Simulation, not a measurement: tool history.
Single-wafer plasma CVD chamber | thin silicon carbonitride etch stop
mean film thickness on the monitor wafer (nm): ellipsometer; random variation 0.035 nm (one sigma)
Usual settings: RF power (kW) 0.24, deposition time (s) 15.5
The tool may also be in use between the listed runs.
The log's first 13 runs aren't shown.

| run | hour | RF power (kW) | deposition time (s) | read-back reference wafer on the same gauge, thickness_nm | mean film thickness on the monitor wafer (nm) |
|---|---|---|---|---|---|
| 14 | 1090.9 | 0.265 | 15.5 | 10.963 | 9.27 |
| 15 | 1150.4 | 0.265 | 15.5 | 10.954 | 9.351 |
|  | 1184.3 | gauge calibrated |
| 16 | 1226.6 | 0.26 | 12.8 | 10.958 | 7.707 |
| 17 | 1297.4 | 0.24 | 17.4 | 10.954 | 10.251 |
| 18 | 1383.5 | 0.195 | 16.5 | 10.939 | 9.245 |
| 19 | 1447.9 | 0.285 | 16.9 | 10.965 | 10.351 |
|  | 1522.6 | RF generator calibrated, repeated, since the last time left the tool worse |
| 20 | 1555.6 | 0.24 | 13.8 | 10.949 | 8.252 |
|  | 1620.8 | showerhead replaced |
| 21 | 1661.6 | 0.24 | 15.5 | 10.953 | 9.353 |
| 22 | 1765.8 | 0.275 | 12.4 | 10.944 | 7.722 |
| 23 | 1818 | 0.24 | 15.5 | 10.962 | 9.366 |
| 24 | 1910.4 | 0.24 | 17.7 | 10.967 | 10.639 |
|  | 1962.6 | thermocouple changed; heater temperature recalibrated |
| 25 | 1994.6 | 0.275 | 18.4 | 10.956 | 11.371 |
| 26 | 2047.9 | 0.225 | 13.1 | 10.956 | 7.776 |
| 27 | 2085.5 | 0.195 | 17.7 | 10.967 | 10.155 |
| 28 | 2150.3 | 0.225 | 14.1 | 10.961 | 8.386 |
| 29 | 2187.7 | 0.21 | 14.6 | 10.965 | 8.537 |
| 30 | 2269 | 0.195 | 16.6 | 10.96 | 9.52 |
| 31 | 2359.5 | 0.24 | 15.5 | 10.957 | 9.334 |
| 32 | 2398.1 | 0.24 | 12.8 | 10.961 | 7.614 |
| 33 | 2469 | 0.205 | 15.5 | 10.957 | 8.956 |
| 34 | 2563.4 | 0.27 | 16.5 | 10.964 | 10.121 |
| 35 | 2626.1 | 0.195 | 16.6 | 10.961 | 9.455 |
|  | 2662.1 | RF generator calibrated |
| 36 | 2694.7 | 0.24 | 16.7 | 10.954 | 10.084 |

3 ways to go on from here, each from the tool as it stands after run 36. What would each give?
| A | 2695.1 | 0.24 | 15.5 | ? | ? |
| B | 2695.1 | 0.285 | 16.4 | ? | ? |
| C | 2695.1 | 0.265 | 16.6 | ? | ? |

| run | read-back reference wafer on the same gauge, thickness_nm | mean film thickness on the monitor wafer (nm) |
|---|---|---|
| A | 10.958 | 9.375 |
| B | 10.958 | 10.321 |
| C | 10.958 | 10.271 |
Without the tool's hidden state the same runs would have given:
| run | mean film thickness on the monitor wafer (nm) |
|---|---|
| A | 9.375 |
| B | 10.322 |
| C | 10.271 |

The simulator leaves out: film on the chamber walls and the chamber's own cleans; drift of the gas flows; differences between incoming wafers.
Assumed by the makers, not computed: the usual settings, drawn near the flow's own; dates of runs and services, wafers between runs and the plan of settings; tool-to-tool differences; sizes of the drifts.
